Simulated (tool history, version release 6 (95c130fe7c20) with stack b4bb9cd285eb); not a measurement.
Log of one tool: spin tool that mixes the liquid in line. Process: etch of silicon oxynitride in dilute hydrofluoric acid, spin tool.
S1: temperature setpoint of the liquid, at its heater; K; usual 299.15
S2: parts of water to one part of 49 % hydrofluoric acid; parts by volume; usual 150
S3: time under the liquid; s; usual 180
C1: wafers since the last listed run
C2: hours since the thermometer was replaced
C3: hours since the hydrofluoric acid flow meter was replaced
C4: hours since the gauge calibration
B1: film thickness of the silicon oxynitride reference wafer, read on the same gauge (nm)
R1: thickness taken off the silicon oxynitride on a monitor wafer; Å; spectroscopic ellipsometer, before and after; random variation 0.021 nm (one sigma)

run 1 day=0.000 | S1=299.15 S2=150 S3=180 | C1=0 C2=2024.0 C3=1978.6 C4=169.0 | B1=69.985 | R1=24.54
run 2 day=0.658 | S1=299.15 S2=200 S3=180 | C1=133 C2=2039.8 C3=1994.4 C4=184.8 | B1=70.008 | R1=17.69
run 3 day=1.379 | S1=299.15 S2=200 S3=180 | C1=146 C2=2057.1 C3=2011.7 C4=202.1 | B1=70.003 | R1=17.80
run 4 day=1.917 | S1=299.15 S2=90 S3=180 | C1=109 C2=2070.0 C3=2024.6 C4=215.0 | B1=69.981 | R1=43.21
run 5 day=2.317 | S1=299.15 S2=90 S3=180 | C1=81 C2=2079.6 C3=2034.2 C4=224.6 | B1=69.993 | R1=43.88
run 6 day=2.729 | S1=299.15 S2=150 S3=180 | C1=83 C2=2089.5 C3=2044.1 C4=234.5 | B1=70.012 | R1=24.69
run 7 day=3.054 | S1=299.15 S2=150 S3=180 | C1=66 C2=2097.3 C3=2051.9 C4=242.3 | B1=69.991 | R1=24.70
run 8 day=3.508 | S1=299.15 S2=150 S3=180 | C1=92 C2=2108.2 C3=2062.8 C4=253.2 | B1=70.019 | R1=24.70
run 9 day=3.871 | S1=295.65 S2=150 S3=205 | C1=73 C2=2116.9 C3=2071.5 C4=261.9 | B1=69.998 | R1=23.67
run 10 day=4.558 | S1=295.65 S2=150 S3=205 | C1=139 C2=2133.4 C3=2088.0 C4=278.4 | B1=69.982 | R1=23.38
run 11 day=6.704 | S1=295.65 S2=150 S3=205 | C1=436 C2=2184.9 C3=2139.5 C4=329.9 | B1=70.009 | R1=23.60
run 12 day=7.967 | S1=299.15 S2=100 S3=220 | C1=256 C2=2215.2 C3=2169.8 C4=360.2 | B1=70.001 | R1=46.55
-- day=8.196 thermometer replaced
-- day=8.562 gauge calibrated
run 13 day=8.579 | S1=299.15 S2=100 S3=220 | C1=116 C2=9.2 C3=2184.5 C4=0.4 | B1=70.001 | R1=52.35
run 14 day=8.933 | S1=299.15 S2=85 S3=180 | C1=72 C2=17.7 C3=2193.0 C4=8.9 | B1=70.011 | R1=50.85
run 15 day=9.342 | S1=302.65 S2=150 S3=180 | C1=83 C2=27.5 C3=2202.8 C4=18.7 | B1=69.978 | R1=31.42
run 16 day=9.638 | S1=299.15 S2=190 S3=180 | C1=60 C2=34.6 C3=2209.9 C4=25.8 | B1=69.996 | R1=20.66
run 17 day=10.075 | S1=299.15 S2=170 S3=230 | C1=88 C2=45.1 C3=2220.4 C4=36.3 | B1=69.983 | R1=30.12
run 18 day=10.638 | S1=296.15 S2=150 S3=210 | C1=114 C2=58.6 C3=2233.9 C4=49.8 | B1=69.995 | R1=27.57
run 19 day=10.983 | S1=295.15 S2=125 S3=85 | C1=70 C2=66.9 C3=2242.2 C4=58.1 | B1=69.980 | R1=13.03
run 20 day=11.683 | S1=299.15 S2=215 S3=240 | C1=142 C2=83.7 C3=2259.0 C4=74.9 | B1=69.980 | R1=23.49
run 21 day=12.071 | S1=299.15 S2=150 S3=180 | C1=78 C2=93.0 C3=2268.3 C4=84.2 | B1=70.015 | R1=26.95
run 22 day=12.808 | S1=295.15 S2=150 S3=180 | C1=149 C2=110.7 C3=2286.0 C4=101.9 | B1=70.001 | R1=22.66
run 23 day=13.321 | S1=299.15 S2=150 S3=180 | C1=104 C2=123.0 C3=2298.3 C4=114.2 | B1=69.983 | R1=26.89
run 24 day=13.667 | S1=299.15 S2=125 S3=180 | C1=70 C2=131.3 C3=2306.6 C4=122.5 | B1=70.003 | R1=33.09
-- day=14.088 hydrofluoric acid flow meter replaced
run 25 day=14.854 | S1=299.15 S2=185 S3=135 | C1=232 C2=159.8 C3=18.4 C4=151.0 | B1=70.025 | R1=18.42
run 26 day=15.146 | S1=302.65 S2=175 S3=100 | C1=59 C2=166.8 C3=25.4 C4=158.0 | B1=70.007 | R1=16.74
run 27 day=15.767 | S1=299.15 S2=150 S3=180 | C1=126 C2=181.7 C3=40.3 C4=172.9 | B1=70.030 | R1=30.89
run 28 day=16.021 | S1=299.15 S2=180 S3=150 | C1=51 C2=187.8 C3=46.4 C4=179.0 | B1=70.010 | R1=21.05
run 29 day=16.521 | S1=299.15 S2=150 S3=180 | C1=101 C2=199.8 C3=58.4 C4=191.0 | B1=70.020 | R1=30.75
run 30 day=16.854 | S1=295.65 S2=150 S3=180 | C1=67 C2=207.8 C3=66.4 C4=199.0 | B1=70.007 | R1=26.11
run 31 day=17.304 | S1=299.15 S2=200 S3=180 | C1=91 C2=218.6 C3=77.2 C4=209.8 | B1=70.009 | R1=22.07
run 32 day=18.004 | S1=299.15 S2=150 S3=180 | C1=142 C2=235.4 C3=94.0 C4=226.6 | B1=69.994 | R1=31.04
run 33 day=18.550 | S1=299.15 S2=180 S3=180 | C1=110 C2=248.5 C3=107.1 C4=239.7 | B1=69.977 | R1=24.93

Forecast each of these 4 alternatives for the next run:
run A day=18.571 | S1=294.15 S2=150 S3=180 | C1=4 C2=249.0 C3=107.6 C4=240.2 | B1=? | R1=?
run B day=18.571 | S1=294.65 S2=100 S3=140 | C1=4 C2=249.0 C3=107.6 C4=240.2 | B1=? | R1=?
run C day=18.571 | S1=300.65 S2=180 S3=210 | C1=4 C2=249.0 C3=107.6 C4=240.2 | B1=? | R1=?
run D day=18.571 | S1=304.15 S2=150 S3=180 | C1=4 C2=249.0 C3=107.6 C4=240.2 | B1=? | R1=?

run=A B1=69.966 R1=24.33
run=B B1=69.966 R1=30.15
run=C B1=69.966 R1=31.06
run=D B1=69.966 R1=38.21
Without the tool's hidden state the same runs would have given:
run=A R1=24.97
run=B R1=30.96
run=C R1=31.84
run=D R1=39.16
